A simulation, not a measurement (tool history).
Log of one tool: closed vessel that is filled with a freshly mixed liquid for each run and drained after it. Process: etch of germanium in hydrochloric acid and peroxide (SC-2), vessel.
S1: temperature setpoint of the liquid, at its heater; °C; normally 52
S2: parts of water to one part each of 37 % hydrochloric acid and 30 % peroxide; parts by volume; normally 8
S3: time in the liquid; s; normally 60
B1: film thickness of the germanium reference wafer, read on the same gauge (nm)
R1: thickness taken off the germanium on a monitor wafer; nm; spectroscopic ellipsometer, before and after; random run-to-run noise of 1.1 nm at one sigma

run	hour	S1	S2	S3	B1	R1
1	0	52	8	60	50	113.32
2	74.5	52	9	75	49.99	138.88
# hour 99.8: new drum of peroxide connected
# hour 124.7: chemicals flow meter replaced
3	166.1	56	8	60	49.98	128.77
4	255.8	52	8	60	49.98	110.63
5	362.3	52	8	60	50.01	109.3
6	455.6	52	8	60	50.02	109.52
7	496.9	52	8	60	50.01	109.13
8	595	52	8	60	49.97	108.91
# hour 653.7: thermometer replaced
9	681.1	52	8	60	50.01	116.76
10	787.6	55.5	8	80	49.98	171.39
11	844.4	52	8	60	50.01	112.76
12	916	52	8	60	49.98	114.84
# hour 926.2: new drum of peroxide connected
13	954.1	52	6	60	50	116.04
14	1048	52	6.5	35	49.98	68.24
# hour 1055.1: gauge calibrated
15	1113.5	52	11.5	60	50.04	109.61
16	1175.1	52	8	60	49.98	112.37
17	1235.6	52	4	75	50.01	144.46
18	1333.9	49	8	60	50	101.37
19	1392.4	52	8	60	50	109.57
20	1456.1	42.5	10.5	35	50.01	45.62
# hour 1473.6: chemicals flow meter replaced
# hour 1569.2: thermometer replaced
21	1634	52	12	60	50.02	110.8

Run 22 has not been measured yet. What should we expect?
22	1731.1	52	8	60	?	?

For run 22 the tool returned B1 50, R1 114.02 nm.
On a tool with no hidden condition, and with the same random variation, this run would have come out at R1 116.96 nm.
